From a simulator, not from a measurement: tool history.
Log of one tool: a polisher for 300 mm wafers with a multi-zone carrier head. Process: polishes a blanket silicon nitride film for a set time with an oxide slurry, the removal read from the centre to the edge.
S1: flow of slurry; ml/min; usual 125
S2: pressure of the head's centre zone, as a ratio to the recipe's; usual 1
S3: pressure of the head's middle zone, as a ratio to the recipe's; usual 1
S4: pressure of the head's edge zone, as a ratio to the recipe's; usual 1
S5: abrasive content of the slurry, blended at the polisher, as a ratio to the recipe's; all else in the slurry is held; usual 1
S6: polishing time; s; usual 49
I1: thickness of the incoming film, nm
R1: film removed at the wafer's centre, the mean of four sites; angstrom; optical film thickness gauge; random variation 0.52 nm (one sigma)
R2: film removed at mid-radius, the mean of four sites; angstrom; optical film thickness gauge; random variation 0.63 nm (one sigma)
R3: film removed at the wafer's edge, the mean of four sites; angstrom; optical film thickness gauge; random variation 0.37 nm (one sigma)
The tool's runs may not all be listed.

run   hour   S1    S2    S3    S4   S5  S6     I1   R1   R2   R3
  1      0  125     1     1     1    1  49  566.9  452  432  443
      27.3  -- worn pad replaced by a new one
  2   74.9  125     1     1     1    1  49  574.4  428  419  439
  3   88.4  125     1     1     1    1  49  561.7  433  420  439
      97.6  -- centre zone pressure recalibrated
  4  105.7  125     1     1     1    1  49  564.8  423  420  433
     114.1  -- slurry nozzle cleaned
     114.5  -- carrier head's membrane replaced by a new one
  5  128.8  125     1     1     1    1  49    578  464  446  456
  6  153.4  125     1     1     1    1  49  570.5  461  442  456
  7  167.1  125     1     1     1    1  49  556.6  458  441  456
       186  -- worn pad replaced by a new one
  8  191.2  125     1  1.08     1    1  49  574.2  458  462  456
  9  222.8  125     1     1     1    1  49  572.9  459  439  454
 10  257.7  115  0.91     1     1    1  64  567.6  525  571  583
 11  289.8  125     1  0.89   1.1    1  49  567.2  451  401  477
 12  317.7  135     1  0.89     1    1  55  571.4  506  464  514
     343.4  -- worn pad replaced by a new one
 13  346.9  125     1     1     1    1  49    564  447  425  445
     368.5  -- edge zone pressure recalibrated
 14  378.4  125     1     1     1    1  49  570.5  438  414  452
 15  407.9  155     1     1     1  0.7  53  573.6  365  354  365
 16  427.2  125     1     1  1.06    1  49  567.5  429  426  453
     448.8  -- slurry nozzle cleaned
     476.6  -- worn pad replaced by a new one
 17  530.7  125     1     1     1    1  49  557.6  460  439  458
 18  547.3  125     1     1     1    1  49  577.4  451  435  454
 19  582.3  105  0.94     1     1  1.2  49  581.1  468  460  490
 20  602.9  145     1     1     1    1  49  567.2  463  455  461
     613.6  -- worn pad replaced by a new one
 21  617.3  160     1     1  1.03  0.9  36  568.1  324  313  319
 22  631.2  150     1  1.05     1  0.7  49  575.2  344  352  338

Forecast each of these 3 alternatives for the next run:
  A  631.6  125     1     1   1     1  49  567.6   ?   ?   ?
  B  631.6  100  0.95  0.97   1     1  49  567.6   ?   ?   ?
  C  631.6  125  0.92     1   1  1.25  49  567.6   ?   ?   ?

run   R1   R2   R3
  A  448  431  456
  B  410  408  446
  C  468  489  517
Without the tool's hidden state the same runs would have given:
run   R1   R2   R3
  A  459  441  463
  B  422  418  453
  C  480  501  525
